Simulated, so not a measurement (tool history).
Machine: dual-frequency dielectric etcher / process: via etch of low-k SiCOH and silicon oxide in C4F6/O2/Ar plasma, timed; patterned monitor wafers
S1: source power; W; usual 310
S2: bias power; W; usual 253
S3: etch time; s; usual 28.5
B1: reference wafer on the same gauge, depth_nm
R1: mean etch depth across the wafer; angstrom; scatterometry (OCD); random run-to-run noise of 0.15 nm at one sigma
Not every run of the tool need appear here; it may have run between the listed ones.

run	hour	S1	S2	S3	B1	R1
1	0.0	280	270	28.5	57.1	696
2	14.2	280	270	28.5	57.1	694
3	33.0	280	270	28.5	57.1	696
4	68.6	310	229	30.5	57.2	733
5	89.2	310	229	30.5	57.2	734
6	119.1	310	229	30.5	57.2	736
7	206.2	310	253	28.5	57.3	707
8	222.2	310	253	28.5	57.3	704
# hour 242.0: bias power generator calibrated
9	254.6	310	253	28.5	57.3	705
10	274.9	310	253	28.5	57.3	705
11	293.0	310	253	32.5	57.4	805
12	319.5	310	253	28.5	57.4	705
13	334.9	310	253	28.5	57.4	705
# hour 371.1: upper electrode replaced
14	371.6	310	253	28.5	57.4	704
# hour 407.9: wet clean of the chamber
15	408.4	310	253	24.5	57.4	609
# hour 414.5: source power generator calibrated
# hour 434.4: gauge calibrated
16	448.0	310	253	28.5	57.0	703
17	480.5	340	213	33.5	56.9	810
18	493.9	340	222	28.5	57.0	699
19	525.9	260	253	35.0	57.1	817
20	559.2	280	270	28.5	57.1	692
21	579.3	310	253	28.5	57.0	704
22	597.2	390	316	21.0	57.1	587
23	622.3	310	233	23.0	57.1	555
24	647.9	310	253	28.5	57.1	702
25	668.3	310	253	28.5	57.1	703

The next listed run, before its measurement:
26	697.6	270	296	28.5	?	?

{"run 26": {"B1": 57.1, "R1": 702}}
Take away the tool's hidden state, keep the run-to-run variation as it was, and the same run would have given R1 699 angstrom.
